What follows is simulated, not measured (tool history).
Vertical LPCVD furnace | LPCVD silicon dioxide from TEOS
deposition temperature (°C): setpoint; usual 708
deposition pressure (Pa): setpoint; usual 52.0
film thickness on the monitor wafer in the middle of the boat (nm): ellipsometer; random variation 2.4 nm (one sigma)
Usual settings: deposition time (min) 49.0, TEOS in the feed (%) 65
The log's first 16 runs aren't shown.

run   hour  deposition temperature (°C)  deposition pressure (Pa)  deposition time (min)  TEOS in the feed (%)  read-back reference wafer on the same gauge, thickness  film thickness on the monitor wafer in the middle of the boat (nm)
 17  209.8                          708                      52.0                   44.5                    65                                                  488.03                                                              454.66
 18  223.4                          708                      45.3                   49.0                    74                                                  488.49                                                              500.34
     233.0  -- gauge calibrated
 19  235.8                          704                      46.7                   64.0                    73                                                  488.12                                                              601.29
 20  243.2                          700                      52.0                   33.5                    77                                                  488.25                                                              314.48
 21  260.8                          700                      52.0                   57.0                    65                                                  487.90                                                              491.21
 22  276.9                          703                      58.0                   66.5                    69                                                  487.92                                                              671.84
     308.8  -- TEOS flow controller replaced
 23  313.5                          716                      44.7                   34.0                    57                                                  487.67                                                              369.83
 24  366.7                          716                      46.7                   41.5                    65                                                  488.26                                                              494.34
 25  378.6                          720                      44.0                   43.0                    77                                                  487.55                                                              593.55
 26  385.7                          708                      52.0                   49.0                    65                                                  488.03                                                              517.17
 27  398.0                          708                      48.0                   42.5                    74                                                  487.87                                                              464.47
 28  407.4                          713                      52.0                   33.0                    65                                                  488.12                                                              389.62
 29  415.1                          708                      52.0                   49.0                    65                                                  488.31                                                              518.63
 30  445.2                          705                      59.3                   43.5                    55                                                  487.83                                                              422.70
 31  455.2                          716                      52.0                   59.0                    57                                                  488.22                                                              699.20

Forecast each of these 4 alternatives for the next run:
  A  459.2                          708                      52.0                   49.0                    61                                                       ?                                                                   ?
  B  459.2                          715                      52.0                   39.5                    65                                                       ?                                                                   ?
  C  459.2                          697                      52.0                   49.0                    65                                                       ?                                                                   ?
  D  459.2                          708                      52.0                   59.5                    77                                                       ?                                                                   ?

run  read-back reference wafer on the same gauge, thickness  film thickness on the monitor wafer in the middle of the boat (nm)
  A                                                  487.11                                                              501.26
  B                                                  487.11                                                              488.63
  C                                                  487.11                                                              401.65
  D                                                  487.11                                                              683.86
Without the tool's hidden state the same runs would have given:
run  film thickness on the monitor wafer in the middle of the boat (nm)
  A                                                              475.66
  B                                                              464.02
  C                                                              380.67
  D                                                              648.93
